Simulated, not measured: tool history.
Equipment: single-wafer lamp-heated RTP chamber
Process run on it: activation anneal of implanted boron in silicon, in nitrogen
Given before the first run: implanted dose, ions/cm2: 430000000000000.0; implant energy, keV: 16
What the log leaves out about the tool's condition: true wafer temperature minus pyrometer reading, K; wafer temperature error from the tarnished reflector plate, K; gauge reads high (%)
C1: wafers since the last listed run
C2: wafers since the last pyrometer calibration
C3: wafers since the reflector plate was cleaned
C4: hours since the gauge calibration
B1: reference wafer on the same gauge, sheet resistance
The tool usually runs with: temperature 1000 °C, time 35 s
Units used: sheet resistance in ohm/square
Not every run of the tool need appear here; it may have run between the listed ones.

{"run": 1, "hour": 0.0, "temperature": 1000, "time": 35, "C1": 0, "C2": 5709, "C3": 803, "C4": 2055, "B1": 251.96, "sheet resistance": 271.3}
{"run": 2, "hour": 76.7, "temperature": 1000, "time": 35, "C1": 1243, "C2": 6953, "C3": 2047, "C4": 2131.7, "B1": 252.06, "sheet resistance": 270.4}
{"run": 3, "hour": 116.1, "temperature": 1000, "time": 35, "C1": 639, "C2": 7592, "C3": 2686, "C4": 2171.1, "B1": 252.21, "sheet resistance": 270.6}
{"run": 4, "hour": 168.2, "temperature": 1000, "time": 35, "C1": 845, "C2": 8437, "C3": 3531, "C4": 2223.2, "B1": 252.55, "sheet resistance": 271.26}
{"run": 5, "hour": 243.5, "temperature": 1012, "time": 25, "C1": 1221, "C2": 9658, "C3": 4752, "C4": 2298.5, "B1": 252.26, "sheet resistance": 268.53}
{"hour": 256.6, "done": "pyrometer window cleaned and pyrometer calibrated"}
{"run": 6, "hour": 443.0, "temperature": 1000, "time": 21, "C1": 3105, "C2": 3022, "C3": 7858, "C4": 2498, "B1": 252.02, "sheet resistance": 272.85}
{"run": 7, "hour": 522.7, "temperature": 1000, "time": 21, "C1": 1292, "C2": 4315, "C3": 9151, "C4": 2577.7, "B1": 251.88, "sheet resistance": 273.77}
{"run": 8, "hour": 599.4, "temperature": 1000, "time": 21, "C1": 1243, "C2": 5559, "C3": 10395, "C4": 2654.4, "B1": 251.67, "sheet resistance": 272}
{"hour": 679.6, "done": "gauge calibrated"}
{"hour": 694.7, "done": "reflector plate cleaned"}
{"run": 9, "hour": 698.5, "temperature": 1000, "time": 35, "C1": 1477, "C2": 7036, "C3": 61, "C4": 18.9, "B1": 252.13, "sheet resistance": 271.44}
{"run": 10, "hour": 765.6, "temperature": 1000, "time": 35, "C1": 1088, "C2": 8124, "C3": 1149, "C4": 86, "B1": 252.11, "sheet resistance": 270.23}
{"run": 11, "hour": 832.0, "temperature": 1000, "time": 35, "C1": 1076, "C2": 9201, "C3": 2226, "C4": 152.4, "B1": 252.13, "sheet resistance": 271.57}
{"run": 12, "hour": 868.8, "temperature": 1000, "time": 35, "C1": 596, "C2": 9798, "C3": 2823, "C4": 189.2, "B1": 252.27, "sheet resistance": 269.33}
{"hour": 938.7, "done": "pyrometer window cleaned and pyrometer calibrated"}
{"run": 13, "hour": 967.8, "temperature": 1026, "time": 19, "C1": 1475, "C2": 471, "C3": 4299, "C4": 288.2, "B1": 251.85, "sheet resistance": 266.59}
{"run": 14, "hour": 1013.9, "temperature": 988, "time": 47, "C1": 747, "C2": 1219, "C3": 5047, "C4": 334.3, "B1": 251.98, "sheet resistance": 274.08}
{"run": 15, "hour": 1056.6, "temperature": 977, "time": 53, "C1": 692, "C2": 1911, "C3": 5739, "C4": 377, "B1": 252.38, "sheet resistance": 278.18}
{"run": 16, "hour": 1096.2, "temperature": 1000, "time": 35, "C1": 642, "C2": 2554, "C3": 6381, "C4": 416.6, "B1": 252.48, "sheet resistance": 272.16}
{"run": 17, "hour": 1168.5, "temperature": 1029, "time": 14, "C1": 1172, "C2": 3726, "C3": 7554, "C4": 488.9, "B1": 251.8, "sheet resistance": 267.76}
{"run": 18, "hour": 1233.0, "temperature": 973, "time": 19, "C1": 1046, "C2": 4772, "C3": 8600, "C4": 553.4, "B1": 251.83, "sheet resistance": 290.79}
{"run": 19, "hour": 1328.9, "temperature": 1000, "time": 35, "C1": 1555, "C2": 6328, "C3": 10156, "C4": 649.3, "B1": 251.94, "sheet resistance": 269.11}
{"hour": 1364.0, "done": "reflector plate cleaned"}
{"run": 20, "hour": 1386.8, "temperature": 1012, "time": 17, "C1": 809, "C2": 7137, "C3": 370, "C4": 707.2, "B1": 252.37, "sheet resistance": 268.51}
{"run": 21, "hour": 1474.8, "temperature": 987, "time": 49, "C1": 1427, "C2": 8564, "C3": 1797, "C4": 795.2, "B1": 252.15, "sheet resistance": 272.97}
{"run": 22, "hour": 1576.4, "temperature": 988, "time": 43, "C1": 1647, "C2": 10212, "C3": 3445, "C4": 896.8, "B1": 251.83, "sheet resistance": 273.81}
{"run": 23, "hour": 1651.0, "temperature": 976, "time": 23, "C1": 1209, "C2": 11422, "C3": 4655, "C4": 971.4, "B1": 251.84, "sheet resistance": 286.16}
{"hour": 1666.9, "done": "pyrometer window cleaned and pyrometer calibrated"}
{"run": 24, "hour": 1696.1, "temperature": 1000, "time": 35, "C1": 601, "C2": 474, "C3": 5256, "C4": 1016.5, "B1": 252.1, "sheet resistance": 270.41}
{"run": 25, "hour": 1732.4, "temperature": 974, "time": 26, "C1": 588, "C2": 1063, "C3": 5845, "C4": 1052.8, "B1": 252.06, "sheet resistance": 286.59}
{"run": 26, "hour": 1774.4, "temperature": 1000, "time": 15, "C1": 681, "C2": 1744, "C3": 6526, "C4": 1094.8, "B1": 251.83, "sheet resistance": 272}
{"run": 27, "hour": 1823.4, "temperature": 985, "time": 24, "C1": 794, "C2": 2538, "C3": 7321, "C4": 1143.8, "B1": 251.94, "sheet resistance": 279.27}
{"run": 28, "hour": 1870.3, "temperature": 1014, "time": 46, "C1": 760, "C2": 3299, "C3": 8082, "C4": 1190.7, "B1": 251.76, "sheet resistance": 269.52}
{"run": 29, "hour": 1975.9, "temperature": 1020, "time": 46, "C1": 1712, "C2": 5012, "C3": 9795, "C4": 1296.3, "B1": 252.17, "sheet resistance": 267.74}
{"run": 30, "hour": 2052.4, "temperature": 985, "time": 27, "C1": 1240, "C2": 6253, "C3": 11035, "C4": 1372.8, "B1": 252.61, "sheet resistance": 278.86}
{"hour": 2109.3, "done": "reflector plate cleaned"}
{"run": 31, "hour": 2142.7, "temperature": 1000, "time": 35, "C1": 1334, "C2": 7587, "C3": 542, "C4": 1463.1, "B1": 251.76, "sheet resistance": 270.33}
{"run": 32, "hour": 2182.0, "temperature": 974, "time": 22, "C1": 637, "C2": 8225, "C3": 1179, "C4": 1502.4, "B1": 252.15, "sheet resistance": 287.3}
{"run": 33, "hour": 2269.3, "temperature": 979, "time": 16, "C1": 1415, "C2": 9641, "C3": 2595, "C4": 1589.7, "B1": 251.8, "sheet resistance": 283.35}
{"run": 34, "hour": 2371.5, "temperature": 1014, "time": 54, "C1": 1657, "C2": 11298, "C3": 4252, "C4": 1691.9, "B1": 251.98, "sheet resistance": 265.89}
{"hour": 2384.2, "done": "pyrometer window cleaned and pyrometer calibrated"}
{"run": 35, "hour": 2447.7, "temperature": 982, "time": 35, "C1": 1106, "C2": 1029, "C3": 5359, "C4": 1768.1, "B1": 251.98, "sheet resistance": 278.48}

Branching from run 35: 5 alternative next runs. What would each branch give?
{"run": "A", "hour": 2448.1, "temperature": 1000, "time": 50, "C1": 6, "C2": 1036, "C3": 5365, "C4": 1768.5, "B1": "?", "sheet resistance": "?"}
{"run": "B", "hour": 2448.1, "temperature": 1000, "time": 54, "C1": 6, "C2": 1036, "C3": 5365, "C4": 1768.5, "B1": "?", "sheet resistance": "?"}
{"run": "C", "hour": 2448.1, "temperature": 975, "time": 41, "C1": 6, "C2": 1036, "C3": 5365, "C4": 1768.5, "B1": "?", "sheet resistance": "?"}
{"run": "D", "hour": 2448.1, "temperature": 1017, "time": 15, "C1": 6, "C2": 1036, "C3": 5365, "C4": 1768.5, "B1": "?", "sheet resistance": "?"}
{"run": "E", "hour": 2448.1, "temperature": 974, "time": 35, "C1": 6, "C2": 1036, "C3": 5365, "C4": 1768.5, "B1": "?", "sheet resistance": "?"}

run=A B1=252.06 sheet_resistance=267.31
run=B B1=252.06 sheet_resistance=267.04
run=C B1=252.06 sheet_resistance=279.81
run=D B1=252.06 sheet_resistance=267.51
run=E B1=252.06 sheet_resistance=281.84
With the hidden condition removed and each run's random variation left untouched, the same runs would have given:
run=A sheet_resistance=267.31
run=B sheet_resistance=267.04
run=C sheet_resistance=279.81
run=D sheet_resistance=267.51
run=E sheet_resistance=281.84
